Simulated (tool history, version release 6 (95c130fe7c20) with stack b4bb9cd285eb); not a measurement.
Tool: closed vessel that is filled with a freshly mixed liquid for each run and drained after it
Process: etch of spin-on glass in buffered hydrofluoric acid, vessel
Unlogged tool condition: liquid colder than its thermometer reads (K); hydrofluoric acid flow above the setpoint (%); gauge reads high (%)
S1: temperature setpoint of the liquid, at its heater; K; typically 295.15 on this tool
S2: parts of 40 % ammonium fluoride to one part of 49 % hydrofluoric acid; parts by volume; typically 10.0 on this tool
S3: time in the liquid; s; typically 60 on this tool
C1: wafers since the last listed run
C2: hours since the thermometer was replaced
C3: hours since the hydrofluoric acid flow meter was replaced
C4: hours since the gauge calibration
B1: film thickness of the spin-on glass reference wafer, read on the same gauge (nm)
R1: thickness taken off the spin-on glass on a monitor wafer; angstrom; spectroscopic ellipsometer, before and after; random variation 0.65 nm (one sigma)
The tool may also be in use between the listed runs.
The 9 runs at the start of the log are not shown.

Run 10, hour 108.1: usual settings; C1 1047; C2 1296.3; C3 1307.5; C4 289.5; B1 60.02. Result: R1 2334.0 angstrom.
Run 11, hour 121.9: usual settings but S3 35 s; C1 1490; C2 1310.1; C3 1321.3; C4 303.3; B1 60.04. Result: R1 1371.5 angstrom.
Run 12, hour 132.1: usual settings but S3 35 s; C1 1101; C2 1320.3; C3 1331.5; C4 313.5; B1 59.96. Result: R1 1365.1 angstrom.
Run 13, hour 148.8: usual settings but S3 50 s; C1 1803; C2 1337.0; C3 1348.2; C4 330.2; B1 59.99. Result: R1 1957.6 angstrom.
Run 14, hour 164.8: usual settings; C1 1728; C2 1353.0; C3 1364.2; C4 346.2; B1 59.99. Result: R1 2351.5 angstrom.
At hour 167.5: gauge calibrated.
Run 15, hour 178.0: usual settings; C1 1425; C2 1366.2; C3 1377.4; C4 10.5; B1 60.02. Result: R1 2353.7 angstrom.
Run 16, hour 195.4: usual settings but S1 291.65 K, S2 11.0 parts by volume; C1 1879; C2 1383.6; C3 1394.8; C4 27.9; B1 59.96. Result: R1 1804.5 angstrom.
At hour 236.5: hydrofluoric acid flow meter replaced.
Run 17, hour 244.5: usual settings but S1 293.65 K, S2 8.0 parts by volume, S3 40 s; C1 5194; C2 1432.7; C3 8.0; C4 77.0; B1 59.97. Result: R1 1605.4 angstrom.
Run 18, hour 260.4: usual settings but S1 292.65 K; C1 1717; C2 1448.6; C3 23.9; C4 92.9; B1 60.03. Result: R1 1868.1 angstrom.
Run 19, hour 271.2: usual settings but S1 298.15 K; C1 1166; C2 1459.4; C3 34.7; C4 103.7; B1 60.00. Result: R1 2553.2 angstrom.
Run 20, hour 287.0: usual settings but S1 297.15 K, S2 11.5 parts by volume, S3 45 s; C1 1706; C2 1475.2; C3 50.5; C4 119.5; B1 59.94. Result: R1 1577.7 angstrom.
Run 21, hour 304.5: usual settings; C1 1890; C2 1492.7; C3 68.0; C4 137.0; B1 60.01. Result: R1 2147.6 angstrom.
At hour 328.7: thermometer replaced.
Run 22, hour 355.4: usual settings but S2 6.5 parts by volume; C1 5389; C2 26.7; C3 118.9; C4 187.9; B1 60.00. Result: R1 3246.0 angstrom.
Run 23, hour 395.3: usual settings but S1 298.65 K, S3 75 s; C1 4309; C2 66.6; C3 158.8; C4 227.8; B1 59.96. Result: R1 3276.8 angstrom.
Run 24, hour 416.2: usual settings but S1 300.15 K; C1 2257; C2 87.5; C3 179.7; C4 248.7; B1 59.99. Result: R1 2838.6 angstrom.
Run 25, hour 425.5: usual settings; C1 1004; C2 96.8; C3 189.0; C4 258.0; B1 59.99. Result: R1 2162.0 angstrom.
Run 26, hour 435.0: usual settings but S3 40 s; C1 1026; C2 106.3; C3 198.5; C4 267.5; B1 60.06. Result: R1 1443.4 angstrom.
Run 27, hour 444.1: usual settings but S2 8.0 parts by volume, S3 85 s; C1 982; C2 115.4; C3 207.6; C4 276.6; B1 60.05. Result: R1 3773.7 angstrom.
Run 28, hour 454.2: usual settings but S1 298.65 K, S3 95 s; C1 1090; C2 125.5; C3 217.7; C4 286.7; B1 60.02. Result: R1 4140.3 angstrom.
Run 29, hour 465.9: usual settings but S1 298.15 K, S3 90 s; C1 1263; C2 137.2; C3 229.4; C4 298.4; B1 60.00. Result: R1 3832.9 angstrom.
Run 30, hour 477.6: usual settings but S1 297.65 K, S2 13.5 parts by volume; C1 1263; C2 148.9; C3 241.1; C4 310.1; B1 59.99. Result: R1 1877.9 angstrom.
Run 31, hour 490.1: usual settings but S1 290.65 K; C1 1350; C2 161.4; C3 253.6; C4 322.6; B1 60.01. Result: R1 1686.7 angstrom.
Run 32, hour 503.1: usual settings but S3 95 s; C1 1404; C2 174.4; C3 266.6; C4 335.6; B1 60.02. Result: R1 3449.0 angstrom.
Run 33, hour 514.7: usual settings; C1 1252; C2 186.0; C3 278.2; C4 347.2; B1 59.98. Result: R1 2179.6 angstrom.

4 options for the next run, each taken on its own from the tool as it stands now. Forecast them:
Run A, hour 515.4: usual settings; C1 75; C2 186.7; C3 278.9; C4 347.9; B1 ?. Result: R1 ?.
Run B, hour 515.4: usual settings but S2 13.5 parts by volume; C1 75; C2 186.7; C3 278.9; C4 347.9; B1 ?. Result: R1 ?.
Run C, hour 515.4: usual settings but S1 292.15 K, S2 12.0 parts by volume; C1 75; C2 186.7; C3 278.9; C4 347.9; B1 ?. Result: R1 ?.
Run D, hour 515.4: usual settings but S2 6.0 parts by volume; C1 75; C2 186.7; C3 278.9; C4 347.9; B1 ?. Result: R1 ?.

run     B1      R1
  A  60.02  2178.8
  B  60.02  1642.2
  C  60.02  1558.6
  D  60.02  3516.0
What these runs would have given with no unlogged condition in the tool:
run      R1
  A  2138.0
  B  1594.7
  C  1513.7
  D  3427.8
